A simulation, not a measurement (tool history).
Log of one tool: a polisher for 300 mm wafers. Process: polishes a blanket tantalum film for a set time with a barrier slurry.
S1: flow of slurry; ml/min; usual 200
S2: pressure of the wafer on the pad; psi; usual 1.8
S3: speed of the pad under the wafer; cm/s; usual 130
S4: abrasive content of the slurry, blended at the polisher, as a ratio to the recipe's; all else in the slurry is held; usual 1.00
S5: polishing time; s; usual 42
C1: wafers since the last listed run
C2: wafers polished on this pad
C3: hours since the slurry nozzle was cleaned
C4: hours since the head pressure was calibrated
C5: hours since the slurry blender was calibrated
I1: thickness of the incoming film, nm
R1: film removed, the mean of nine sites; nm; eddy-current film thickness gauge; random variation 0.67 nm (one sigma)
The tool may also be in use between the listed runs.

| run | day | S1 | S2 | S3 | S4 | S5 | C1 | C2 | C3 | C4 | C5 | I1 | R1 |
|---|---|---|---|---|---|---|---|---|---|---|---|---|---|
| 1 | 0.000 | 180 | 1.8 | 120 | 1.00 | 42 | 0 | 889 | 583.7 | 476.7 | 422.5 | 229.3 | 88.9 |
|  | 2.412 | slurry nozzle cleaned |
| 2 | 3.908 | 200 | 1.8 | 130 | 1.00 | 42 | 598 | 1487 | 35.9 | 570.5 | 516.3 | 232.1 | 101.1 |
|  | 4.450 | slurry blender recalibrated |
| 3 | 7.925 | 200 | 1.8 | 130 | 1.00 | 42 | 608 | 2096 | 132.3 | 666.9 | 83.4 | 231.5 | 100.8 |
| 4 | 10.283 | 200 | 1.8 | 130 | 1.00 | 42 | 364 | 2461 | 188.9 | 723.5 | 140.0 | 230.2 | 99.4 |
| 5 | 12.858 | 200 | 1.8 | 130 | 1.00 | 42 | 398 | 2859 | 250.7 | 785.3 | 201.8 | 233.6 | 101.8 |
| 6 | 14.442 | 200 | 1.8 | 130 | 1.00 | 42 | 244 | 3104 | 288.7 | 823.3 | 239.8 | 226.2 | 99.0 |
|  | 14.888 | worn pad replaced by a new one |
| 7 | 17.712 | 200 | 1.6 | 130 | 1.00 | 42 | 480 | 436 | 367.2 | 901.8 | 318.3 | 227.4 | 89.3 |
| 8 | 19.875 | 200 | 1.6 | 130 | 1.00 | 42 | 334 | 771 | 419.1 | 953.7 | 370.2 | 233.5 | 89.4 |
|  | 23.408 | slurry nozzle cleaned |
| 9 | 23.883 | 200 | 1.8 | 130 | 1.00 | 42 | 613 | 1385 | 11.4 | 1049.9 | 466.4 | 228.5 | 100.3 |
| 10 | 26.367 | 200 | 1.8 | 130 | 1.00 | 42 | 384 | 1769 | 71.0 | 1109.5 | 526.0 | 228.7 | 100.2 |
|  | 30.100 | slurry blender recalibrated |
| 11 | 30.675 | 200 | 1.8 | 130 | 1.00 | 42 | 653 | 2423 | 174.4 | 1212.9 | 13.8 | 228.3 | 100.7 |
| 12 | 32.983 | 200 | 1.8 | 130 | 1.00 | 42 | 357 | 2780 | 229.8 | 1268.3 | 69.2 | 228.1 | 99.7 |
| 13 | 35.088 | 200 | 1.8 | 130 | 1.00 | 42 | 325 | 3105 | 280.3 | 1318.8 | 119.7 | 230.9 | 100.2 |
|  | 37.979 | head pressure recalibrated |
|  | 39.983 | worn pad replaced by a new one |
| 14 | 46.196 | 200 | 2.2 | 130 | 1.00 | 30 | 1679 | 961 | 546.9 | 197.2 | 386.3 | 233.1 | 81.6 |
| 15 | 49.312 | 200 | 1.8 | 130 | 1.25 | 55 | 482 | 1443 | 621.7 | 272.0 | 461.1 | 231.6 | 137.8 |
|  | 49.488 | slurry nozzle cleaned |
| 16 | 53.421 | 200 | 1.8 | 130 | 1.00 | 42 | 629 | 2072 | 94.4 | 370.6 | 559.7 | 226.6 | 101.6 |
|  | 54.688 | slurry blender recalibrated |
| 17 | 57.067 | 265 | 1.8 | 96 | 0.75 | 37 | 551 | 2623 | 181.9 | 458.1 | 57.1 | 228.8 | 58.9 |
| 18 | 59.179 | 250 | 1.8 | 130 | 1.00 | 42 | 326 | 2950 | 232.6 | 508.8 | 107.8 | 229.1 | 102.3 |
| 19 | 61.462 | 145 | 1.8 | 164 | 1.00 | 42 | 353 | 3303 | 287.4 | 563.6 | 162.6 | 232.5 | 117.7 |
| 20 | 64.517 | 180 | 2.1 | 94 | 1.25 | 42 | 472 | 3776 | 360.7 | 636.9 | 235.9 | 229.1 | 91.4 |
|  | 65.479 | worn pad replaced by a new one |
| 21 | 68.592 | 230 | 2.1 | 150 | 1.25 | 42 | 604 | 481 | 458.5 | 734.7 | 333.7 | 231.3 | 140.1 |
| 22 | 72.317 | 200 | 1.8 | 130 | 1.00 | 42 | 576 | 1057 | 547.9 | 824.1 | 423.1 | 231.6 | 97.0 |
|  | 72.546 | slurry nozzle cleaned |
| 23 | 75.629 | 200 | 2.0 | 130 | 1.00 | 42 | 506 | 1563 | 74.0 | 903.6 | 502.6 | 233.0 | 109.2 |
| 24 | 78.012 | 200 | 1.4 | 130 | 1.00 | 57 | 368 | 1932 | 131.2 | 960.8 | 559.8 | 228.4 | 111.0 |
|  | 79.242 | slurry blender recalibrated |
| 25 | 80.921 | 165 | 2.1 | 130 | 1.00 | 50 | 437 | 2369 | 201.0 | 1030.6 | 40.3 | 227.8 | 131.3 |
| 26 | 84.458 | 200 | 1.8 | 130 | 1.00 | 34 | 547 | 2916 | 285.9 | 1115.5 | 125.2 | 227.7 | 80.3 |
| 27 | 87.838 | 170 | 1.8 | 130 | 1.30 | 42 | 522 | 3439 | 367.0 | 1196.6 | 206.3 | 225.3 | 107.1 |
|  | 90.267 | worn pad replaced by a new one |
| 28 | 90.562 | 200 | 1.8 | 130 | 1.00 | 42 | 395 | 45 | 432.4 | 1262.0 | 271.7 | 230.6 | 98.4 |
| 29 | 94.300 | 140 | 1.8 | 130 | 1.00 | 34 | 578 | 623 | 522.1 | 1351.7 | 361.4 | 228.5 | 75.2 |
| 30 | 95.825 | 200 | 1.8 | 130 | 1.00 | 42 | 235 | 859 | 558.7 | 1388.3 | 398.0 | 228.9 | 96.0 |

Measured less the same run without the tool's hidden state. The same run-to-run variation is in both; the gauge's scatter may not be:
The hidden state here: removal rate lost through wear of the pad, %; slurry flow missing at the pad, %; deviation of the head's pressure from its setpoint, %; abrasive missing from the slurry, %.
| run | R1 |
|---|---|
| 1 | -3.9 |
| 2 | -0.2 |
| 3 | -0.3 |
| 4 | -0.4 |
| 5 | -0.7 |
| 6 | -1.0 |
| 7 | -1.4 |
| 8 | -1.8 |
| 9 | -0.3 |
| 10 | -0.4 |
| 11 | -0.6 |
| 12 | -0.8 |
| 13 | -1.1 |
| 14 | -3.2 |
| 15 | -7.3 |
| 16 | -0.3 |
| 17 | -0.2 |
| 18 | -0.7 |
| 19 | -1.6 |
| 20 | -1.6 |
| 21 | -3.2 |
| 22 | -3.7 |
| 23 | -0.5 |
| 24 | -0.6 |
| 25 | -1.2 |
| 26 | -1.0 |
| 27 | -2.2 |
| 28 | -2.4 |
| 29 | -3.5 |
| 30 | -4.0 |
